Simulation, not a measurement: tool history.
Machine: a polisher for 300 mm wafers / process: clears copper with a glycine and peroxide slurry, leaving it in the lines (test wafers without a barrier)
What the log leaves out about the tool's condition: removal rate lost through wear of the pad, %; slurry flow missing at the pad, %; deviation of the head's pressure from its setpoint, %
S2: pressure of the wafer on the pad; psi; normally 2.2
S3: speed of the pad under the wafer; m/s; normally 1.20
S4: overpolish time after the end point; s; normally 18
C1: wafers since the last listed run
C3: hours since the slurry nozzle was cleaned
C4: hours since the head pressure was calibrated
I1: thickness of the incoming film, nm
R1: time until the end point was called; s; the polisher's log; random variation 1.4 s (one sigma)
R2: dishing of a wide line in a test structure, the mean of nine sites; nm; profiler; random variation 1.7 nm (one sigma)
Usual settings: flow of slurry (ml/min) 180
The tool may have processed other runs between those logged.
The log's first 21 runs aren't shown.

run 22 hour=1280.3 | flow_of_slurry_(ml/min)=180 S2=2.2 S3=1.20 S4=9 | C1=353 wafers_polished_on_this_pad=623 C3=143.9 C4=590.8 | I1=720.4 | R1=127.9 R2=40.8
run 23 hour=1328.5 | flow_of_slurry_(ml/min)=180 S2=2.2 S3=0.92 S4=22 | C1=345 wafers_polished_on_this_pad=968 C3=192.1 C4=639.0 | I1=728.8 | R1=146.0 R2=73.8
run 24 hour=1364.3 | flow_of_slurry_(ml/min)=180 S2=1.9 S3=1.08 S4=10 | C1=256 wafers_polished_on_this_pad=1224 C3=227.9 C4=674.8 | I1=736.3 | R1=159.1 R2=34.1
-- hour=1426.8 slurry nozzle cleaned
run 25 hour=1430.0 | flow_of_slurry_(ml/min)=180 S2=2.2 S3=0.92 S4=18 | C1=463 wafers_polished_on_this_pad=1688 C3=3.2 C4=740.5 | I1=734.0 | R1=148.6 R2=63.1
run 26 hour=1490.6 | flow_of_slurry_(ml/min)=180 S2=2.2 S3=1.20 S4=26 | C1=434 wafers_polished_on_this_pad=2122 C3=63.8 C4=801.1 | I1=734.8 | R1=129.8 R2=93.8
-- hour=1506.6 worn pad replaced by a new one
run 27 hour=1524.3 | flow_of_slurry_(ml/min)=180 S2=2.2 S3=1.20 S4=18 | C1=212 wafers_polished_on_this_pad=126 C3=97.5 C4=834.8 | I1=724.9 | R1=128.7 R2=71.8
run 28 hour=1583.8 | flow_of_slurry_(ml/min)=180 S2=2.2 S3=1.20 S4=18 | C1=426 wafers_polished_on_this_pad=553 C3=157.0 C4=894.3 | I1=733.4 | R1=130.3 R2=73.3
run 29 hour=1637.1 | flow_of_slurry_(ml/min)=180 S2=2.2 S3=1.20 S4=18 | C1=381 wafers_polished_on_this_pad=934 C3=210.3 C4=947.6 | I1=730.6 | R1=130.2 R2=69.1
run 30 hour=1698.5 | flow_of_slurry_(ml/min)=180 S2=2.2 S3=1.20 S4=18 | C1=439 wafers_polished_on_this_pad=1374 C3=271.7 C4=1009.0 | I1=733.2 | R1=133.1 R2=67.8

What if the next run were any one of these 5? Each begins from the tool's condition after run 30:
run A hour=1699.0 | flow_of_slurry_(ml/min)=145 S2=2.2 S3=1.20 S4=18 | C1=3 wafers_polished_on_this_pad=1378 C3=272.2 C4=1009.5 | I1=733.2 | R1=? R2=?
run B hour=1699.0 | flow_of_slurry_(ml/min)=180 S2=2.2 S3=1.20 S4=25 | C1=3 wafers_polished_on_this_pad=1378 C3=272.2 C4=1009.5 | I1=733.2 | R1=? R2=?
run C hour=1699.0 | flow_of_slurry_(ml/min)=115 S2=2.4 S3=1.56 S4=21 | C1=3 wafers_polished_on_this_pad=1378 C3=272.2 C4=1009.5 | I1=733.2 | R1=? R2=?
run D hour=1699.0 | flow_of_slurry_(ml/min)=130 S2=2.2 S3=1.20 S4=18 | C1=3 wafers_polished_on_this_pad=1378 C3=272.2 C4=1009.5 | I1=733.2 | R1=? R2=?
run E hour=1699.0 | flow_of_slurry_(ml/min)=150 S2=2.5 S3=1.36 S4=18 | C1=3 wafers_polished_on_this_pad=1378 C3=272.2 C4=1009.5 | I1=733.2 | R1=? R2=?

run=A R1=146.9 R2=65.2
run=B R1=139.0 R2=87.8
run=C R1=127.0 R2=82.4
run=D R1=151.9 R2=63.4
run=E R1=122.1 R2=75.9
With the hidden condition removed and each run's random variation left untouched, the same runs would have given:
run=A R1=135.4 R2=69.6
run=B R1=130.2 R2=92.1
run=C R1=114.5 R2=89.0
run=D R1=138.6 R2=68.3
run=E R1=112.8 R2=80.7
